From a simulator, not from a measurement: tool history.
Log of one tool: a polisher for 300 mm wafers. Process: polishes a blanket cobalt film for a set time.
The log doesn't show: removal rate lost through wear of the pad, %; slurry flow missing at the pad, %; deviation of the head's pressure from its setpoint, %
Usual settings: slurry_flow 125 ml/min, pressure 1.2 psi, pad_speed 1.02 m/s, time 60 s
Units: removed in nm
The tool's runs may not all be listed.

run	day	slurry_flow	pressure	pad_speed	time	wafers since the last listed run	wafers polished on this pad	hours since the slurry nozzle was cleaned	hours since the head pressure was calibrated	incoming thickness of the incoming film, nm	removed
1	0.000	125	0.9	1.02	64	0	442	424.7	524.6	1322.9	157.8
2	0.562	125	1.2	1.02	60	89	532	438.2	538.1	1318.1	200.6
3	1.304	135	1.2	1.02	60	118	650	456.0	555.9	1332.7	197.3
4	1.983	135	1.2	1.02	60	108	759	472.3	572.2	1356.1	196.1
5	2.546	135	1.2	1.02	60	89	848	485.8	585.7	1358.8	197.7
6	2.867	125	0.9	1.02	60	51	900	493.5	593.4	1348.2	147.4
7	3.446	125	1.2	1.02	60	92	992	507.4	607.3	1312.4	195.3
8	3.958	105	1.2	1.02	60	81	1074	519.7	619.6	1341.0	188.7
9	4.454	125	1.2	1.02	60	79	1153	531.6	631.5	1341.3	195.2
10	4.988	125	1.2	1.02	60	85	1238	544.4	644.3	1342.3	193.0
# day 5.338: worn pad replaced by a new one
11	5.621	140	1.2	1.16	60	74	45	559.6	659.5	1308.8	226.0
12	5.888	140	1.2	1.16	60	42	87	566.0	665.9	1333.0	225.1
13	6.700	140	1.2	1.16	60	129	217	585.5	685.4	1332.9	225.6
14	7.112	125	1.0	1.02	60	65	282	595.4	695.3	1331.0	168.4
15	7.471	125	1.0	1.02	60	57	340	604.0	703.9	1335.8	169.3
16	7.762	150	0.8	1.02	77	46	386	611.0	710.9	1332.8	175.7
17	8.533	125	1.2	1.18	66	122	509	629.5	729.4	1318.9	249.6
18	8.983	155	1.2	1.02	60	71	581	640.3	740.2	1315.4	206.4
# day 9.325: slurry nozzle cleaned
19	9.454	145	0.9	1.02	60	68	649	3.1	751.5	1356.1	150.6
20	9.733	125	1.2	1.02	60	44	694	9.8	758.2	1319.8	199.6
21	10.271	125	1.2	1.20	60	85	779	22.7	771.1	1345.8	221.6
22	10.829	125	1.2	1.02	43	89	868	36.1	784.5	1328.8	142.0
23	11.150	125	1.2	0.78	75	51	920	43.8	792.2	1357.5	204.2
24	11.471	125	1.2	0.74	48	51	971	51.5	799.9	1303.4	127.6
25	11.838	125	1.2	1.02	72	58	1029	60.3	808.7	1325.1	234.7
26	12.567	125	1.2	1.02	60	116	1145	77.8	826.2	1306.8	194.6
27	13.100	80	1.4	0.68	60	85	1230	90.6	839.0	1318.7	158.8
# day 13.421: worn pad replaced by a new one
# day 13.658: head pressure recalibrated
28	13.679	125	1.0	1.02	80	52	28	104.5	0.5	1313.9	220.3
29	13.929	125	1.0	1.34	60	39	68	110.5	6.5	1332.2	208.9
30	14.421	125	1.2	1.02	60	78	146	122.3	18.3	1353.0	206.5
31	14.850	125	1.4	1.02	60	68	214	132.6	28.6	1338.4	236.0
32	15.438	165	1.2	1.02	60	93	308	146.7	42.7	1342.1	210.5
33	16.100	125	1.2	1.02	60	105	414	162.6	58.6	1339.4	200.0
34	16.408	110	1.2	1.02	74	49	463	170.0	66.0	1334.4	245.7
35	16.867	165	1.2	0.78	43	73	536	181.0	77.0	1315.1	126.6
36	17.483	125	1.3	0.66	69	98	634	195.8	91.8	1332.1	186.6
37	18.200	80	1.3	1.02	60	114	749	213.0	109.0	1328.3	198.0

Forecast each of these 4 alternatives for the next run:
A	18.217	125	1.2	1.02	60	2	751	213.4	109.4	1324.2	?
B	18.217	140	1.2	1.02	60	2	751	213.4	109.4	1324.2	?
C	18.217	90	1.2	0.76	60	2	751	213.4	109.4	1324.2	?
D	18.217	125	1.2	1.36	66	2	751	213.4	109.4	1324.2	?

run	removed
A	197.9
B	201.6
C	153.0
D	268.4
Without the tool's hidden state the same runs would have given:
run	removed
A	204.5
B	208.3
C	158.0
D	277.3

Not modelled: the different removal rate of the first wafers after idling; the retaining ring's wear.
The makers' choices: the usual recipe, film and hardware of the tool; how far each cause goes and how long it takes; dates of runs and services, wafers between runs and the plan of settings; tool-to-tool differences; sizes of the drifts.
